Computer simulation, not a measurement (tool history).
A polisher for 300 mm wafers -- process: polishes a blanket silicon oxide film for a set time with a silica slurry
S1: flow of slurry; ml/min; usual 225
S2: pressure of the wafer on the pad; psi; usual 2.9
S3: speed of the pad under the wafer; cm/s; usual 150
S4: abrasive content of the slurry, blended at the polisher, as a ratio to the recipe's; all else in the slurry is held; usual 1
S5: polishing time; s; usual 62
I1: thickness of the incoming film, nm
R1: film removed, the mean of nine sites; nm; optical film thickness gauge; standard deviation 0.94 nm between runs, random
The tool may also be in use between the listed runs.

run 1 hour=0 | S1=225 S2=2.3 S3=150 S4=1 S5=62 | I1=1266 | R1=110.1
run 2 hour=42.7 | S1=225 S2=2.3 S3=150 S4=1 S5=62 | I1=1239.4 | R1=107.9
-- hour=58 worn pad replaced by a new one
-- hour=63.8 head pressure recalibrated
run 3 hour=72.8 | S1=225 S2=2.3 S3=150 S4=1 S5=62 | I1=1223.4 | R1=103.3
run 4 hour=118 | S1=225 S2=2.5 S3=150 S4=1 S5=62 | I1=1239.8 | R1=109.1
run 5 hour=146 | S1=205 S2=2.9 S3=150 S4=1 S5=62 | I1=1233.6 | R1=123.5
run 6 hour=214.6 | S1=225 S2=2.9 S3=150 S4=1 S5=62 | I1=1235.5 | R1=122.1
-- hour=236.3 slurry blender recalibrated
run 7 hour=242.9 | S1=165 S2=2.9 S3=150 S4=1 S5=62 | I1=1263.5 | R1=117.5
-- hour=249.7 slurry nozzle cleaned
run 8 hour=271.6 | S1=225 S2=2.9 S3=150 S4=1 S5=62 | I1=1227.9 | R1=122.3
-- hour=276.4 head pressure recalibrated, repeated, since the last time left the tool worse
run 9 hour=330.4 | S1=245 S2=2.9 S3=150 S4=0.85 S5=62 | I1=1237.3 | R1=126.8
run 10 hour=388.9 | S1=150 S2=3.5 S3=190 S4=1 S5=62 | I1=1258.9 | R1=182.4
-- hour=402.9 worn pad replaced by a new one
run 11 hour=455.3 | S1=225 S2=2.9 S3=150 S4=1 S5=71 | I1=1240.6 | R1=157
run 12 hour=479.8 | S1=225 S2=2.9 S3=150 S4=1 S5=62 | I1=1218.9 | R1=135.7
-- hour=505.3 slurry blender recalibrated
-- hour=517 conditioning disc replaced and pad reconditioned
run 13 hour=539.6 | S1=255 S2=2.1 S3=172 S4=1 S5=51 | I1=1225.8 | R1=92.2
run 14 hour=607 | S1=165 S2=2.9 S3=150 S4=1 S5=62 | I1=1227.8 | R1=127.3
run 15 hour=668.8 | S1=280 S2=2.9 S3=184 S4=1 S5=62 | I1=1251.2 | R1=158.9
-- hour=675.7 worn pad replaced by a new one
run 16 hour=711.3 | S1=225 S2=2.9 S3=150 S4=1 S5=62 | I1=1250.6 | R1=132.7
-- hour=739.8 slurry nozzle cleaned
run 17 hour=748.8 | S1=225 S2=2.9 S3=104 S4=1 S5=62 | I1=1230.6 | R1=102.3
-- hour=774.2 slurry blender recalibrated
run 18 hour=819.3 | S1=225 S2=2.4 S3=182 S4=1.1 S5=77 | I1=1242.9 | R1=168.1
run 19 hour=854.2 | S1=180 S2=2.5 S3=150 S4=1.15 S5=56 | I1=1259.5 | R1=107.5
-- hour=900.6 head pressure recalibrated
run 20 hour=914.2 | S1=225 S2=2.9 S3=180 S4=1 S5=72 | I1=1251.2 | R1=187.6
run 21 hour=970.3 | S1=225 S2=3.3 S3=150 S4=1 S5=78 | I1=1230.9 | R1=196.6
run 22 hour=1009.8 | S1=225 S2=2.9 S3=186 S4=1 S5=55 | I1=1239.8 | R1=143.4
-- hour=1023.4 worn pad replaced by a new one
-- hour=1067 conditioning disc replaced and pad reconditioned
run 23 hour=1068.8 | S1=295 S2=3.8 S3=150 S4=1 S5=44 | I1=1248.7 | R1=127.8
-- hour=1109.3 slurry blender recalibrated
run 24 hour=1136.2 | S1=225 S2=3.2 S3=150 S4=1.2 S5=74 | I1=1268.6 | R1=197.1

5 ways to go on from here, each from the tool as it stands after run 24. What would each give?
run A hour=1136.6 | S1=225 S2=2.9 S3=150 S4=1 S5=62 | I1=1248.4 | R1=?
run B hour=1136.6 | S1=165 S2=2.4 S3=150 S4=1.1 S5=62 | I1=1248.4 | R1=?
run C hour=1136.6 | S1=200 S2=3.2 S3=124 S4=0.8 S5=62 | I1=1248.4 | R1=?
run D hour=1136.6 | S1=225 S2=2.9 S3=186 S4=0.85 S5=69 | I1=1248.4 | R1=?
run E hour=1136.6 | S1=225 S2=2.4 S3=98 S4=1 S5=62 | I1=1248.4 | R1=?

run=A R1=137
run=B R1=115.7
run=C R1=114
run=D R1=163.4
run=E R1=85.6
With the hidden condition removed and each run's random variation left untouched, the same runs would have given:
run=A R1=143
run=B R1=120.7
run=C R1=119
run=D R1=170.5
run=E R1=89.3
